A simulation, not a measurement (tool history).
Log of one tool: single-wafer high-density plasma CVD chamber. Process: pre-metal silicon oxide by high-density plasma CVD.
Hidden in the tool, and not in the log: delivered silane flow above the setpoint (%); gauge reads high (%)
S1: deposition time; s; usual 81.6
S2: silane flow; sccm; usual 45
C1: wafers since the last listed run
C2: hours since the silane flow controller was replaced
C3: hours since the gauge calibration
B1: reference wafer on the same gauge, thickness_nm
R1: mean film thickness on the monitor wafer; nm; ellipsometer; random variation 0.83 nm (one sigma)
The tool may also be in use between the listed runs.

Run 1, day 0.000: usual settings but S2 51 sccm; C1 0; C2 1357.8; C3 908.6; B1 387.098. Result: R1 432.575 nm.
Run 2, day 4.346: usual settings but S1 69.4 s; C1 1484; C2 1462.1; C3 1012.9; B1 386.822. Result: R1 326.092 nm.
Run 3, day 8.162: usual settings; C1 1303; C2 1553.7; C3 1104.5; B1 386.889. Result: R1 383.795 nm.
At day 8.262: gauge calibrated.
Run 4, day 10.646: usual settings; C1 848; C2 1613.3; C3 57.2; B1 387.310. Result: R1 381.797 nm.
Run 5, day 12.225: usual settings; C1 539; C2 1651.2; C3 95.1; B1 387.004. Result: R1 383.324 nm.
Run 6, day 16.158: usual settings; C1 1343; C2 1745.6; C3 189.5; B1 387.103. Result: R1 382.297 nm.
Run 7, day 29.354: usual settings; C1 4506; C2 2062.3; C3 506.2; B1 387.026. Result: R1 384.459 nm.
Run 8, day 31.696: usual settings; C1 799; C2 2118.5; C3 562.4; B1 387.008. Result: R1 383.812 nm.
Run 9, day 33.654: usual settings but S1 86.8 s; C1 668; C2 2165.5; C3 609.4; B1 386.860. Result: R1 407.850 nm.
Run 10, day 35.362: usual settings but S1 86.8 s; C1 583; C2 2206.5; C3 650.4; B1 387.124. Result: R1 408.638 nm.
Run 11, day 37.750: usual settings but S1 86.8 s; C1 815; C2 2263.8; C3 707.7; B1 387.076. Result: R1 409.124 nm.
Run 12, day 40.208: usual settings but S1 69.4 s, S2 39 sccm; C1 839; C2 2322.8; C3 766.7; B1 387.416. Result: R1 284.106 nm.
Run 13, day 43.812: usual settings but S1 74.6 s, S2 39 sccm; C1 1230; C2 2409.3; C3 853.2; B1 386.920. Result: R1 305.934 nm.
At day 48.788: gauge calibrated.
Run 14, day 50.638: usual settings; C1 2330; C2 2573.1; C3 44.4; B1 386.808. Result: R1 386.595 nm.
Run 15, day 54.358: usual settings; C1 1270; C2 2662.4; C3 133.7; B1 386.781. Result: R1 385.239 nm.
Run 16, day 58.150: usual settings; C1 1294; C2 2753.4; C3 224.7; B1 386.659. Result: R1 385.001 nm.
Run 17, day 60.104: usual settings but S1 69.1 s, S2 48 sccm; C1 667; C2 2800.3; C3 271.6; B1 386.991. Result: R1 349.670 nm.
At day 62.833: silane flow controller replaced.
Run 18, day 64.104: usual settings but S2 49 sccm; C1 1252; C2 30.5; C3 367.6; B1 387.062. Result: R1 409.360 nm.
Run 19, day 68.088: usual settings but S1 69.4 s; C1 1360; C2 126.1; C3 463.2; B1 387.035. Result: R1 321.906 nm.
Run 20, day 69.733: usual settings but S1 91.1 s, S2 38 sccm; C1 562; C2 165.6; C3 502.7; B1 386.983. Result: R1 356.324 nm.
Run 21, day 73.179: usual settings but S2 37 sccm; C1 1176; C2 248.3; C3 585.4; B1 387.023. Result: R1 310.120 nm.
Run 22, day 76.842: usual settings but S1 66.4 s, S2 51 sccm; C1 1250; C2 336.2; C3 673.3; B1 387.225. Result: R1 350.152 nm.
Run 23, day 80.383: usual settings but S2 53 sccm; C1 1209; C2 421.2; C3 758.3; B1 387.138. Result: R1 446.286 nm.
Run 24, day 81.958: usual settings but S1 65.4 s; C1 537; C2 459.0; C3 796.1; B1 387.079. Result: R1 303.119 nm.
Run 25, day 83.867: usual settings; C1 651; C2 504.8; C3 841.9; B1 386.809. Result: R1 377.418 nm.

3 ways to go on from here, each from the tool as it stands after run 25. What would each give?
Run A, day 83.883: usual settings but S1 68.1 s; C1 5; C2 505.2; C3 842.3; B1 ?. Result: R1 ?.
Run B, day 83.883: usual settings but S1 70.5 s, S2 40 sccm; C1 5; C2 505.2; C3 842.3; B1 ?. Result: R1 ?.
Run C, day 83.883: usual settings but S1 68.9 s, S2 51 sccm; C1 5; C2 505.2; C3 842.3; B1 ?. Result: R1 ?.

run       B1       R1
  A  387.058  315.784
  B  387.058  290.590
  C  387.058  362.093
Without the tool's hidden state the same runs would have given:
run       R1
  A  315.192
  B  290.045
  C  361.414
